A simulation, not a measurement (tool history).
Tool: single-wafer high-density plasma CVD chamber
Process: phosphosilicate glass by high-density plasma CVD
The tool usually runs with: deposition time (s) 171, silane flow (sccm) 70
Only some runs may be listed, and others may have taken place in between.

run   hour  deposition time (s)  silane flow (sccm)  read-back reference wafer on the same gauge, thickness_nm  mean film thickness on the monitor wafer (nm)
  1    0.0                  148                  70                                                   1191.062                                       1059.442
  2   42.4                  196                  70                                                   1187.915                                       1390.089
  3   58.4                  196                  70                                                   1189.217                                       1383.826
  4   68.4                  196                  70                                                   1190.611                                       1413.223
  5   79.1                  186                  78                                                   1190.146                                       1472.524
  6   88.8                  186                  78                                                   1189.020                                       1478.563
  7   98.4                  162                  70                                                   1190.445                                       1164.748
  8  114.1                  171                  70                                                   1190.287                                       1214.342
  9  129.7                  171                  70                                                   1189.754                                       1229.228
 10  142.5                  171                  75                                                   1190.924                                       1295.914
 11  159.6                  149                  73                                                   1190.350                                       1100.108
 12  177.4                  149                  73                                                   1188.683                                       1103.231
 13  189.9                  149                  73                                                   1190.490                                       1105.601
 14  197.6                  191                  70                                                   1189.654                                       1359.804
 15  204.2                  171                  70                                                   1188.117                                       1221.110
 16  217.0                  199                  66                                                   1191.082                                       1341.371
 17  225.7                  157                  59                                                   1190.623                                        961.440
 18  242.7                  149                  63                                                   1189.971                                        967.679
 19  257.2                  155                  59                                                   1190.132                                        947.136
     261.5  -- gauge calibrated
     270.7  -- silane flow controller replaced
 20  271.2                  156                  62                                                   1189.452                                       1000.735
 21  275.2                  186                  84                                                   1190.049                                       1561.012
 22  282.3                  171                  70                                                   1190.406                                       1208.649
 23  298.1                  171                  70                                                   1192.188                                       1217.855
 24  309.8                  171                  70                                                   1190.028                                       1230.344
 25  319.8                  204                  80                                                   1190.660                                       1647.835
 26  330.0                  171                  75                                                   1190.880                                       1290.338
 27  347.2                  158                  58                                                   1191.980                                        948.837

What if the next run were any one of these 3? Each begins from the tool's condition after run 27:
  A  347.6                  171                  70                                                          ?                                              ?
  B  347.6                  140                  65                                                          ?                                              ?
  C  347.6                  151                  79                                                          ?                                              ?

run  read-back reference wafer on the same gauge, thickness_nm  mean film thickness on the monitor wafer (nm)
  A                                                   1189.893                                       1218.484
  B                                                   1189.893                                        932.274
  C                                                   1189.893                                       1202.775
Had the tool no hidden state, the same runs would have come out as:
run  mean film thickness on the monitor wafer (nm)
  A                                       1218.484
  B                                        932.274
  C                                       1202.775
